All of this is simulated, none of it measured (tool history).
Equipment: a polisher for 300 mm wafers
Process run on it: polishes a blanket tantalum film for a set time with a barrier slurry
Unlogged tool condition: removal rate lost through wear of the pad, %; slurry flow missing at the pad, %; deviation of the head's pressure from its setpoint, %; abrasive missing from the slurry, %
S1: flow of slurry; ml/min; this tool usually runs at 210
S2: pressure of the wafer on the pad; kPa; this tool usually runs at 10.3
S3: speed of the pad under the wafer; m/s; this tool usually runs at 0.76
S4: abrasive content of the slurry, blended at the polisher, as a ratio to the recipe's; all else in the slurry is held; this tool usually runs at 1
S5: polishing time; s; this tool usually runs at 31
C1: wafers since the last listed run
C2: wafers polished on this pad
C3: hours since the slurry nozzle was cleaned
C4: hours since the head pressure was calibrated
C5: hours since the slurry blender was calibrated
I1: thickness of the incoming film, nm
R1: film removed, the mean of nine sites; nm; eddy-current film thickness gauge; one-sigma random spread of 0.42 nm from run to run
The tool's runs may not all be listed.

run 1 hour=0 | S1=255 S2=10.3 S3=0.76 S4=1 S5=31 | C1=0 C2=184 C3=16.8 C4=1163.9 C5=333.7 | I1=389 | R1=36
run 2 hour=8.2 | S1=210 S2=9 S3=0.76 S4=1.2 S5=31 | C1=79 C2=263 C3=25 C4=1172.1 C5=341.9 | I1=383.6 | R1=32.2
run 3 hour=18.6 | S1=245 S2=10.3 S3=0.76 S4=1 S5=33 | C1=100 C2=364 C3=35.4 C4=1182.5 C5=352.3 | I1=382.5 | R1=38.5
run 4 hour=27.8 | S1=210 S2=10.3 S3=0.76 S4=1 S5=31 | C1=89 C2=453 C3=44.6 C4=1191.7 C5=361.5 | I1=397.1 | R1=34.1
run 5 hour=34.1 | S1=210 S2=10.3 S3=0.76 S4=1 S5=31 | C1=61 C2=515 C3=50.9 C4=1198 C5=367.8 | I1=392.2 | R1=34
run 6 hour=40.9 | S1=210 S2=10.3 S3=0.76 S4=1.2 S5=31 | C1=66 C2=581 C3=57.7 C4=1204.8 C5=374.6 | I1=393.7 | R1=36.2
run 7 hour=56.1 | S1=210 S2=10.3 S3=0.76 S4=1.2 S5=31 | C1=147 C2=728 C3=72.9 C4=1220 C5=389.8 | I1=388.9 | R1=36.6
run 8 hour=65.4 | S1=210 S2=10.3 S3=0.76 S4=1 S5=31 | C1=90 C2=818 C3=82.2 C4=1229.3 C5=399.1 | I1=389.1 | R1=34.2
run 9 hour=81.3 | S1=210 S2=10.3 S3=0.56 S4=1 S5=31 | C1=154 C2=973 C3=98.1 C4=1245.2 C5=415 | I1=385.1 | R1=28.5
-- hour=93.7 slurry blender recalibrated
run 10 hour=97.9 | S1=210 S2=10.3 S3=0.76 S4=1 S5=31 | C1=141 C2=1114 C3=114.7 C4=1261.8 C5=4.2 | I1=392.4 | R1=34.5
-- hour=106 worn pad replaced by a new one
run 11 hour=110 | S1=210 S2=10.3 S3=0.76 S4=1 S5=31 | C1=78 C2=38 C3=126.8 C4=1273.9 C5=16.3 | I1=386.9 | R1=33.7
run 12 hour=127.5 | S1=210 S2=10.3 S3=0.66 S4=1 S5=34 | C1=169 C2=208 C3=144.3 C4=1291.4 C5=33.8 | I1=387.2 | R1=32.9
run 13 hour=144.9 | S1=210 S2=10.3 S3=0.76 S4=1 S5=31 | C1=168 C2=377 C3=161.7 C4=1308.8 C5=51.2 | I1=391.4 | R1=34
run 14 hour=162.7 | S1=210 S2=10.3 S3=0.76 S4=0.9 S5=20 | C1=172 C2=550 C3=179.5 C4=1326.6 C5=69 | I1=387.9 | R1=21.4
run 15 hour=175.2 | S1=275 S2=11.7 S3=0.68 S4=1 S5=25 | C1=121 C2=671 C3=192 C4=1339.1 C5=81.5 | I1=389.3 | R1=30.2
run 16 hour=186.2 | S1=280 S2=10.3 S3=0.76 S4=0.75 S5=36 | C1=106 C2=778 C3=203 C4=1350.1 C5=92.5 | I1=393 | R1=36.7
run 17 hour=199 | S1=210 S2=10.3 S3=0.76 S4=1 S5=31 | C1=124 C2=902 C3=215.8 C4=1362.9 C5=105.3 | I1=391 | R1=33.7
run 18 hour=212.3 | S1=210 S2=10.3 S3=0.76 S4=1 S5=23 | C1=129 C2=1031 C3=229.1 C4=1376.2 C5=118.6 | I1=385.3 | R1=24.6
run 19 hour=220.9 | S1=145 S2=10.3 S3=0.84 S4=1.25 S5=31 | C1=83 C2=1115 C3=237.7 C4=1384.8 C5=127.2 | I1=391.7 | R1=35.4
-- hour=235.2 worn pad replaced by a new one
run 20 hour=238.2 | S1=210 S2=13.1 S3=0.76 S4=1.15 S5=31 | C1=129 C2=29 C3=255 C4=1402.1 C5=144.5 | I1=391.2 | R1=44.1
-- hour=255 head pressure recalibrated
run 21 hour=255.7 | S1=210 S2=10.3 S3=0.76 S4=1 S5=41 | C1=150 C2=179 C3=272.5 C4=0.7 C5=162 | I1=396.6 | R1=43.7
run 22 hour=270.8 | S1=210 S2=10.3 S3=0.76 S4=1 S5=31 | C1=146 C2=326 C3=287.6 C4=15.8 C5=177.1 | I1=391.4 | R1=33.2
run 23 hour=278.3 | S1=270 S2=10.3 S3=0.76 S4=1 S5=26 | C1=72 C2=399 C3=295.1 C4=23.3 C5=184.6 | I1=389.8 | R1=28.9
run 24 hour=295 | S1=250 S2=7.6 S3=0.64 S4=1 S5=22 | C1=162 C2=561 C3=311.8 C4=40 C5=201.3 | I1=388.7 | R1=15.7
run 25 hour=306.2 | S1=210 S2=10.3 S3=0.76 S4=1 S5=31 | C1=108 C2=669 C3=323 C4=51.2 C5=212.5 | I1=396.4 | R1=32.6
run 26 hour=324.2 | S1=210 S2=12.4 S3=0.76 S4=1 S5=25 | C1=174 C2=844 C3=341 C4=69.2 C5=230.5 | I1=386 | R1=31.5
run 27 hour=335.8 | S1=210 S2=10.3 S3=0.76 S4=1 S5=31 | C1=112 C2=957 C3=352.6 C4=80.8 C5=242.1 | I1=387.4 | R1=32.4
-- hour=343.6 worn pad replaced by a new one
run 28 hour=346.7 | S1=160 S2=13.1 S3=0.76 S4=1 S5=31 | C1=66 C2=30 C3=363.5 C4=91.7 C5=253 | I1=388.9 | R1=38.7
run 29 hour=358.2 | S1=175 S2=7.6 S3=0.76 S4=0.8 S5=27 | C1=111 C2=141 C3=375 C4=103.2 C5=264.5 | I1=386.9 | R1=18.5
run 30 hour=372.3 | S1=270 S2=10.3 S3=0.88 S4=0.9 S5=31 | C1=136 C2=278 C3=389.1 C4=117.3 C5=278.6 | I1=391.6 | R1=36.9
run 31 hour=379.5 | S1=275 S2=8.3 S3=0.76 S4=1 S5=31 | C1=69 C2=348 C3=396.3 C4=124.5 C5=285.8 | I1=395.7 | R1=27.1

Here are 4 independent what-if runs from the current tool condition. What would each one return?
run A hour=379.9 | S1=210 S2=10.3 S3=0.76 S4=1 S5=31 | C1=3 C2=352 C3=396.7 C4=124.9 C5=286.2 | I1=381.4 | R1=?
run B hour=379.9 | S1=275 S2=7.6 S3=0.86 S4=1 S5=39 | C1=3 C2=352 C3=396.7 C4=124.9 C5=286.2 | I1=381.4 | R1=?
run C hour=379.9 | S1=210 S2=10.3 S3=0.76 S4=1 S5=38 | C1=3 C2=352 C3=396.7 C4=124.9 C5=286.2 | I1=381.4 | R1=?
run D hour=379.9 | S1=265 S2=8.3 S3=0.76 S4=0.9 S5=36 | C1=3 C2=352 C3=396.7 C4=124.9 C5=286.2 | I1=381.4 | R1=?

run=A R1=32.5
run=B R1=34.5
run=C R1=39.8
run=D R1=30.4
With no hidden state in the tool, these same runs would have given:
run=A R1=35.1
run=B R1=36.6
run=C R1=43
run=D R1=32.3
